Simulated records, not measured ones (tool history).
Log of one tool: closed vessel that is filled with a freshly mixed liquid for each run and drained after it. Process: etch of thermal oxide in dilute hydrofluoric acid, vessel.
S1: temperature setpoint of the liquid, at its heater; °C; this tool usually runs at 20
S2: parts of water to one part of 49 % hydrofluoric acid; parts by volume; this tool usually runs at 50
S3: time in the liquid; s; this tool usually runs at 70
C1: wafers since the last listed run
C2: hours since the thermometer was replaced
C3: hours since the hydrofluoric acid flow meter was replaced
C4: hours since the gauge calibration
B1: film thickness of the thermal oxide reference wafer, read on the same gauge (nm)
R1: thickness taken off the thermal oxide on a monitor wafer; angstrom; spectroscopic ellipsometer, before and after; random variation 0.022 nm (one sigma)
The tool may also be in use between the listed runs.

Run 1, hour 0: usual settings; C1 0; C2 2331.8; C3 845.9; C4 201; B1 41.11. Result: R1 57.2 angstrom.
Run 2, hour 59.3: usual settings; C1 4689; C2 2391.1; C3 905.2; C4 260.3; B1 41.22. Result: R1 56.9 angstrom.
Run 3, hour 84.9: usual settings; C1 2024; C2 2416.7; C3 930.8; C4 285.9; B1 41.31. Result: R1 57.5 angstrom.
Run 4, hour 180.7: usual settings; C1 7575; C2 2512.5; C3 1026.6; C4 381.7; B1 41.45. Result: R1 57.4 angstrom.
Run 5, hour 210.4: usual settings; C1 2348; C2 2542.2; C3 1056.3; C4 411.4; B1 41.42. Result: R1 57.4 angstrom.
Run 6, hour 276.8: usual settings but S3 45 s; C1 5250; C2 2608.6; C3 1122.7; C4 477.8; B1 41.54. Result: R1 37.1 angstrom.
Run 7, hour 319.9: usual settings; C1 3408; C2 2651.7; C3 1165.8; C4 520.9; B1 41.54. Result: R1 57.3 angstrom.
Run 8, hour 380.2: usual settings; C1 4768; C2 2712; C3 1226.1; C4 581.2; B1 41.62. Result: R1 57.4 angstrom.
At hour 432: hydrofluoric acid flow meter replaced.
Run 9, hour 442.3: usual settings; C1 4831; C2 2774.1; C3 10.3; C4 643.3; B1 41.59. Result: R1 57.8 angstrom.
Run 10, hour 490.2: usual settings but S3 85 s; C1 3787; C2 2822; C3 58.2; C4 691.2; B1 41.61. Result: R1 69.8 angstrom.
At hour 550.6: gauge calibrated.
Run 11, hour 556.9: usual settings; C1 5274; C2 2888.7; C3 124.9; C4 6.3; B1 39.86. Result: R1 55.3 angstrom.
Run 12, hour 601.6: usual settings but S1 18.5 °C, S2 65 parts by volume, S3 40 s; C1 3534; C2 2933.4; C3 169.6; C4 51; B1 40.08. Result: R1 22.5 angstrom.
Run 13, hour 659.3: usual settings but S2 30 parts by volume, S3 95 s; C1 4562; C2 2991.1; C3 227.3; C4 108.7; B1 40.21. Result: R1 129.4 angstrom.
At hour 711.7: thermometer replaced.
Run 14, hour 715.1: usual settings but S2 70 parts by volume, S3 105 s; C1 4333; C2 3.4; C3 283.1; C4 164.5; B1 40.45. Result: R1 58.6 angstrom.
Run 15, hour 739.5: usual settings but S1 23 °C; C1 1929; C2 27.8; C3 307.5; C4 188.9; B1 40.47. Result: R1 63.6 angstrom.
Run 16, hour 788.4: usual settings but S2 35 parts by volume; C1 3866; C2 76.7; C3 356.4; C4 237.8; B1 40.58. Result: R1 82.2 angstrom.
Run 17, hour 839.1: usual settings; C1 4009; C2 127.4; C3 407.1; C4 288.5; B1 40.68. Result: R1 56 angstrom.
Run 18, hour 899.9: usual settings but S3 55 s; C1 4807; C2 188.2; C3 467.9; C4 349.3; B1 40.73. Result: R1 44 angstrom.
Run 19, hour 963: usual settings but S3 45 s; C1 4989; C2 251.3; C3 531; C4 412.4; B1 40.82. Result: R1 36.2 angstrom.

Describe how what the log doesn't record of the tool's condition differs between the last listed run preceding each entry between runs and the first listed run following it.
Between runs 8 and 9: hydrofluoric acid flow meter replaced (hour 432)
  gauge reads high (%): 3.98 -> 4.06
  measured minus no-state result, R1: +2.2 -> +2.3 angstrom
Between runs 10 and 11: gauge calibrated (hour 550.6)
  gauge reads high (%): 4.11 -> -0.417
  measured minus no-state result, R1: +2.7 -> -0.3 angstrom
Between runs 13 and 14: thermometer replaced (hour 711.7)
  gauge reads high (%): 0.629 -> 1.05
  measured minus no-state result, R1: +0.8 -> +0.6 angstrom
